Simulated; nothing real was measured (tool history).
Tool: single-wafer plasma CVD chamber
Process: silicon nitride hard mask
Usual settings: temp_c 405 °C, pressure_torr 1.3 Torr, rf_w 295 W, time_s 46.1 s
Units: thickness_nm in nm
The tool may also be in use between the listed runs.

run,hour,temp_c,pressure_torr,rf_w,time_s,"read-back reference wafer on the same gauge, thickness_nm",thickness_nm
1,0,405,1.3,295,46.1,48.45,53.819
2,7.8,405,1.3,295,46.1,48.463,54.373
3,19.3,405,1.3,295,46.1,48.507,54.128
4,32.2,405,1.3,295,46.1,48.421,54.304
5,41.8,405,1.3,295,46.1,48.449,54.088
# hour 56.4: showerhead replaced
# hour 66.2: RF generator calibrated
6,66.7,405,1.3,340,51.2,48.535,63.992
7,67.1,405,1.3,295,46.1,48.505,54.203
8,79.7,405,1.55,295,49.9,48.465,61.827
9,86,405,1.55,295,49.9,48.565,61.509
10,96.1,419,1.3,295,40.9,48.462,47.589
11,103.4,398,1.3,255,49.4,48.585,54.584
12,115.7,398,1.3,330,46.1,48.49,57.045
13,124.3,405,1.3,330,46.1,48.433,57.05
# hour 142.3: gauge calibrated
# hour 145.4: capacitance manometer re-zeroed and calibrated
# hour 146.7: thermocouple changed; heater temperature recalibrated
14,147.2,411,1.3,295,46.1,48.533,54.164
15,175.6,405,1.14,295,51.3,48.536,57.833
16,181.7,405,1.3,295,46.1,48.529,53.779
17,188.1,401,1.52,345,39.3,48.433,51.952
18,197.5,391,1.3,345,50.1,48.513,63.502
19,210.3,419,1.45,325,53.2,48.509,66.885
20,217,394,1.3,345,39.2,48.531,49.846
21,224.5,405,1.3,295,46.1,48.483,53.978
22,240.2,405,1.3,295,46.1,48.46,54
23,250.3,400,1.01,295,46.1,48.544,50.063
24,267.9,410,1.09,325,46.1,48.476,53.383
25,284.1,405,1.3,295,46.1,48.457,54.301
26,299.9,415,1.13,315,46.1,48.452,52.98
27,306.8,405,1.3,295,46.1,48.417,53.738
28,321.5,392,1.3,250,38.8,48.537,42.584

5 ways to go on from here, each from the tool as it stands after run 28. What would each give?
A,321.9,405,1.3,295,46.1,?,?
B,321.9,392,1.3,295,46.1,?,?
C,321.9,394,1.2,340,38.4,?,?
D,321.9,405,1.06,310,46.1,?,?
E,321.9,405,1.3,295,37.2,?,?

run,"read-back reference wafer on the same gauge, thickness_nm",thickness_nm
A,48.553,54.213
B,48.553,54.544
C,48.553,47.229
D,48.553,51.922
E,48.553,43.766
Without the tool's hidden state the same runs would have given:
run,thickness_nm
A,54.213
B,54.544
C,47.229
D,51.922
E,43.766
